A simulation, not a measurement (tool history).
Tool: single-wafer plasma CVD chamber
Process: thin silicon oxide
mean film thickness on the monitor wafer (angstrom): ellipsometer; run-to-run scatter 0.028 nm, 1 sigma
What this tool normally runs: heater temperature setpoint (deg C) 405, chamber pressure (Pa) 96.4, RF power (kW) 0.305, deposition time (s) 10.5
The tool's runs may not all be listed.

| run | hour | heater temperature setpoint (deg C) | chamber pressure (Pa) | RF power (kW) | deposition time (s) | wafers since the last listed run | hours since the last thermocouple change | hours since the last RF generator calibration | hours since the last manometer calibration | hours since the showerhead was replaced | hours since the gauge calibration | read-back reference wafer on the same gauge, thickness_nm | mean film thickness on the monitor wafer (angstrom) |
|---|---|---|---|---|---|---|---|---|---|---|---|---|---|
| 1 | 0.0 | 413 | 96.4 | 0.305 | 10.5 | 0 | 1100.2 | 945.5 | 2300.9 | 7428.3 | 84.7 | 18.699 | 163.86 |
| 2 | 17.0 | 397 | 96.4 | 0.305 | 10.5 | 861 | 1117.2 | 962.5 | 2317.9 | 7445.3 | 101.7 | 18.701 | 165.91 |
| 3 | 33.9 | 397 | 96.4 | 0.305 | 10.5 | 856 | 1134.1 | 979.4 | 2334.8 | 7462.2 | 118.6 | 18.694 | 165.81 |
|  | 40.1 | gauge calibrated |
| 4 | 42.1 | 409 | 96.4 | 0.305 | 10.5 | 415 | 1142.3 | 987.6 | 2343.0 | 7470.4 | 2.0 | 18.696 | 164.19 |
| 5 | 53.9 | 405 | 96.4 | 0.305 | 10.5 | 597 | 1154.1 | 999.4 | 2354.8 | 7482.2 | 13.8 | 18.693 | 165.17 |
| 6 | 71.2 | 405 | 96.4 | 0.305 | 10.5 | 876 | 1171.4 | 1016.7 | 2372.1 | 7499.5 | 31.1 | 18.695 | 164.81 |
| 7 | 81.6 | 405 | 96.4 | 0.305 | 10.5 | 526 | 1181.8 | 1027.1 | 2382.5 | 7509.9 | 41.5 | 18.698 | 164.73 |
| 8 | 98.6 | 405 | 105.3 | 0.305 | 11.3 | 861 | 1198.8 | 1044.1 | 2399.5 | 7526.9 | 58.5 | 18.701 | 193.07 |
| 9 | 108.5 | 405 | 79.9 | 0.305 | 10.5 | 501 | 1208.7 | 1054.0 | 2409.4 | 7536.8 | 68.4 | 18.701 | 135.64 |
| 10 | 123.4 | 405 | 79.9 | 0.305 | 10.5 | 754 | 1223.6 | 1068.9 | 2424.3 | 7551.7 | 83.3 | 18.710 | 135.71 |
| 11 | 131.6 | 405 | 79.9 | 0.305 | 10.5 | 415 | 1231.8 | 1077.1 | 2432.5 | 7559.9 | 91.5 | 18.712 | 135.72 |
|  | 143.4 | thermocouple changed; heater temperature recalibrated |
| 12 | 143.9 | 397 | 78.4 | 0.305 | 11.7 | 217 | 0.5 | 1089.4 | 2444.8 | 7572.2 | 103.8 | 18.699 | 149.42 |
|  | 165.6 | capacitance manometer re-zeroed and calibrated |
| 13 | 166.1 | 418 | 78.3 | 0.305 | 10.5 | 719 | 22.7 | 1111.6 | 0.5 | 7594.4 | 126.0 | 18.704 | 131.10 |
| 14 | 170.5 | 394 | 96.4 | 0.305 | 11.1 | 222 | 27.1 | 1116.0 | 4.9 | 7598.8 | 130.4 | 18.698 | 175.63 |
| 15 | 186.4 | 394 | 96.4 | 0.350 | 12.1 | 805 | 43.0 | 1131.9 | 20.8 | 7614.7 | 146.3 | 18.692 | 199.16 |
|  | 202.6 | gauge calibrated |
|  | 207.6 | RF generator calibrated |
| 16 | 208.1 | 411 | 96.4 | 0.305 | 10.5 | 693 | 64.7 | 0.5 | 42.5 | 7636.4 | 5.5 | 18.703 | 168.24 |
| 17 | 208.4 | 405 | 96.4 | 0.305 | 10.5 | 15 | 65.0 | 0.8 | 42.8 | 7636.7 | 5.8 | 18.694 | 168.18 |
|  | 223.8 | showerhead replaced |
| 18 | 224.3 | 405 | 96.4 | 0.305 | 10.5 | 400 | 80.9 | 16.7 | 58.7 | 0.5 | 21.7 | 18.704 | 168.56 |
| 19 | 240.1 | 405 | 96.4 | 0.305 | 10.5 | 800 | 96.7 | 32.5 | 74.5 | 16.3 | 37.5 | 18.698 | 168.67 |
| 20 | 255.2 | 405 | 83.3 | 0.305 | 8.6 | 764 | 111.8 | 47.6 | 89.6 | 31.4 | 52.6 | 18.694 | 118.75 |
| 21 | 272.2 | 405 | 78.1 | 0.270 | 10.5 | 861 | 128.8 | 64.6 | 106.6 | 48.4 | 69.6 | 18.703 | 131.08 |
| 22 | 280.9 | 405 | 96.4 | 0.305 | 10.5 | 440 | 137.5 | 73.3 | 115.3 | 57.1 | 78.3 | 18.699 | 168.78 |

4 ways to go on from here, each from the tool as it stands after run 22. What would each give?
| A | 281.3 | 405 | 85.6 | 0.305 | 10.5 | 20 | 137.9 | 73.7 | 115.7 | 57.5 | 78.7 | ? | ? |
| B | 281.3 | 405 | 87.9 | 0.305 | 10.5 | 20 | 137.9 | 73.7 | 115.7 | 57.5 | 78.7 | ? | ? |
| C | 281.3 | 405 | 96.4 | 0.345 | 11.5 | 20 | 137.9 | 73.7 | 115.7 | 57.5 | 78.7 | ? | ? |
| D | 281.3 | 405 | 96.4 | 0.340 | 9.0 | 20 | 137.9 | 73.7 | 115.7 | 57.5 | 78.7 | ? | ? |

| run | read-back reference wafer on the same gauge, thickness_nm | mean film thickness on the monitor wafer (angstrom) |
|---|---|---|
| A | 18.703 | 149.56 |
| B | 18.703 | 153.69 |
| C | 18.703 | 191.64 |
| D | 18.703 | 149.43 |
Take away the tool's hidden state, keep each run's random variation, and the runs would have read:
| run | mean film thickness on the monitor wafer (angstrom) |
|---|---|
| A | 149.79 |
| B | 153.92 |
| C | 191.93 |
| D | 149.66 |
